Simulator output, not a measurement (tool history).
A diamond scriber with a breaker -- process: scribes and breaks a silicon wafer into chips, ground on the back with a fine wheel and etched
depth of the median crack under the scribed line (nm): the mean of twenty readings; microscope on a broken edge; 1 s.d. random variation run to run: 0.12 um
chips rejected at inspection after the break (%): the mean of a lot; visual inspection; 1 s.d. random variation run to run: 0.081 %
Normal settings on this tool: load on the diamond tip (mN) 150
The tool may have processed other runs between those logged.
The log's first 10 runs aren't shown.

run	hour	load on the diamond tip (mN)	wafers since the last listed run	hours since the diamond tip was replaced	hours since the load on the tip was calibrated	incoming depth of the damage left on the back of the incoming wafer, um	depth of the median crack under the scribed line (nm)	chips rejected at inspection after the break (%)
# hour 1125.3: diamond tip replaced by a new one
11	1202.1	179	690	76.8	733.3	0.37	12730	3.3
12	1420.9	150	485	295.6	952.1	0.59	10740	2.31
13	1619.4	182	440	494.1	1150.6	0.58	12270	2.94
14	1690	182	156	564.7	1221.2	0.67	12490	2.88
15	1732.5	135	94	607.2	1263.7	0.6	9860	5.78
16	1839.7	134	238	714.4	1370.9	0.35	9740	6.25
# hour 1844.3: diamond tip replaced by a new one
17	1892.4	134	112	48.1	1423.6	0.34	9830	6.03
18	2000.1	150	239	155.8	1531.3	0.57	10400	3.15
19	2106.3	179	235	262	1637.5	0.75	11940	1.96
20	2154.5	174	107	310.2	1685.7	0.33	11470	1.95
21	2199.5	179	99	355.2	1730.7	0.59	11890	2
22	2398.5	137	441	554.2	1929.7	0.52	9440	8.72
# hour 2452.5: load on the tip recalibrated
23	2476.6	184	168	632.3	24.1	0.36	13280	5.74
24	2524.7	150	106	680.4	72.2	0.59	11500	1.92
# hour 2534.6: diamond tip replaced by a new one
25	2582.6	190	124	48	130.1	0.4	13300	6.58
26	2656.4	127	163	121.8	203.9	0.45	10310	4.62
27	2735.5	176	175	200.9	283	0.51	12890	4.01
28	2800.5	175	144	265.9	348	0.34	12600	3.49
29	2850.9	150	111	316.3	398.4	0.57	11310	1.77
30	2928.7	119	172	394.1	476.2	0.36	9670	7.02
31	2993.6	106	144	459	541.1	0.44	8820	13.32
32	3045.6	108	115	511	593.1	0.54	8830	12.33
33	3113.4	162	150	578.8	660.9	0.65	12120	2.2
34	3159.9	150	103	625.3	707.4	0.64	11080	2

Consider 3 possible next runs. They are alternatives, not a sequence: every one starts from the tool as it was left by run 34. What does each give?
A	3160.6	114	1	626	708.1	0.71	?	?
B	3160.6	107	1	626	708.1	0.71	?	?
C	3160.6	124	1	626	708.1	0.71	?	?

run	depth of the median crack under the scribed line (nm)	chips rejected at inspection after the break (%)
A	9080	9.73
B	8650	13.35
C	9670	5.92
With the hidden condition removed and each run's random variation left untouched, the same runs would have given:
run	depth of the median crack under the scribed line (nm)	chips rejected at inspection after the break (%)
A	9220	8.73
B	8780	12.17
C	9820	5.19

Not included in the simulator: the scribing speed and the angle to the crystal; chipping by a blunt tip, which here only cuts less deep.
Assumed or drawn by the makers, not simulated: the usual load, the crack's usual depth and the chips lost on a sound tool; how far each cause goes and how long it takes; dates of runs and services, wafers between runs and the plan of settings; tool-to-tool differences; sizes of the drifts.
